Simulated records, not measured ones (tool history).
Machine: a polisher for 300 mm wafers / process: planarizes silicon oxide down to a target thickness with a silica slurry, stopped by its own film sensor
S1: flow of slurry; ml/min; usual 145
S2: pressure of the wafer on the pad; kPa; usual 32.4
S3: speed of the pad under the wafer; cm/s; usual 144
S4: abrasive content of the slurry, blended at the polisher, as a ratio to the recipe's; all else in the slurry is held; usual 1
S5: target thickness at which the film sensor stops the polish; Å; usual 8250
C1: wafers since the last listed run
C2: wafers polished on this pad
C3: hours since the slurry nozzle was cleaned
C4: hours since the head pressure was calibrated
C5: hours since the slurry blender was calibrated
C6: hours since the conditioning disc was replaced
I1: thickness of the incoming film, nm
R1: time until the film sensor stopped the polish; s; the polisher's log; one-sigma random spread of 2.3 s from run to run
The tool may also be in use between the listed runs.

run   hour   S1    S2   S3    S4    S5   C1    C2     C3     C4     C5     C6      I1     R1
  1      0  145  32.4  144     1  8250    0  1107  323.9    281  308.3  267.1  1269.2  110.2
       3.5  -- worn pad replaced by a new one
  2   53.4  145  32.4  144     1  8250  347   347  377.3  334.4  361.7  320.5  1277.2  110.9
  3     67  145  32.4  144     1  8250   94   442  390.9    348  375.3  334.1  1285.9  112.8
  4   89.5  145  32.4  144     1  9120  156   599  413.4  370.5  397.8  356.6    1291   96.2
  5  118.1  145  32.4  144     1  8250  199   798    442  399.1  426.4  385.2  1278.4  115.3
     145.7  -- worn pad replaced by a new one
  6  146.2  145  32.4  144     1  8250  167     3  470.1  427.2  454.5  413.3  1278.3  110.2
     154.8  -- slurry blender recalibrated
     159.6  -- head pressure recalibrated
  7  172.5  145  32.4  144     1  8250  155   159  496.4   12.9   17.7  439.6  1306.8  119.3
     180.6  -- conditioning disc replaced and pad reconditioned
  8  196.9  145  32.4  144     1  8250  156   315  520.8   37.3   42.1   16.3  1289.6  117.4
  9    225  145  32.4  144     1  9720  195   510  548.9   65.4   70.2   44.4    1292   79.9
 10    243  100  32.4  122  0.75  8840  125   636  566.9   83.4   88.2   62.4  1311.1  141.9
 11  256.7  145  32.4  110  1.25  8250   95   731  580.6   97.1  101.9   76.1  1285.7    127
     279.5  -- slurry nozzle cleaned
 12  287.4  145  32.4  188   0.7  8250  206   938    7.9  127.8  132.6  106.8  1272.9  106.5
     295.4  -- worn pad replaced by a new one
 13  300.3  145  32.4  144     1  8250   61    33   20.8  140.7  145.5  119.7  1296.4    120
 14  323.5  145  32.4  144     1  8250  161   195     44  163.9  168.7  142.9  1278.8  113.9
 15  343.4  185  29.6  144     1  9470  138   334   63.9  183.8  188.6  162.8  1279.2   87.6
 16  370.7  145  32.4  188   0.7  8250  190   524   91.2  211.1  215.9  190.1  1283.8  110.6
 17  387.1  145  25.5  144  0.75  8250  114   638  107.6  227.5  232.3  206.5  1303.6    170

What if the next run were any one of these 3? Each begins from the tool's condition after run 17:
  A  387.5  145  32.4  144    1  8250   2  641  108  227.9  232.7  206.9  1279.4   ?
  B  387.5  100  27.6  192  0.7  8250   2  641  108  227.9  232.7  206.9  1279.4   ?
  C  387.5  180  32.4  144  0.7  7660   2  641  108  227.9  232.7  206.9  1279.4   ?

run     R1
  A  114.6
  B  133.8
  C  149.4
What these runs would have given with no unlogged condition in the tool:
run     R1
  A  114.6
  B  133.8
  C  149.4

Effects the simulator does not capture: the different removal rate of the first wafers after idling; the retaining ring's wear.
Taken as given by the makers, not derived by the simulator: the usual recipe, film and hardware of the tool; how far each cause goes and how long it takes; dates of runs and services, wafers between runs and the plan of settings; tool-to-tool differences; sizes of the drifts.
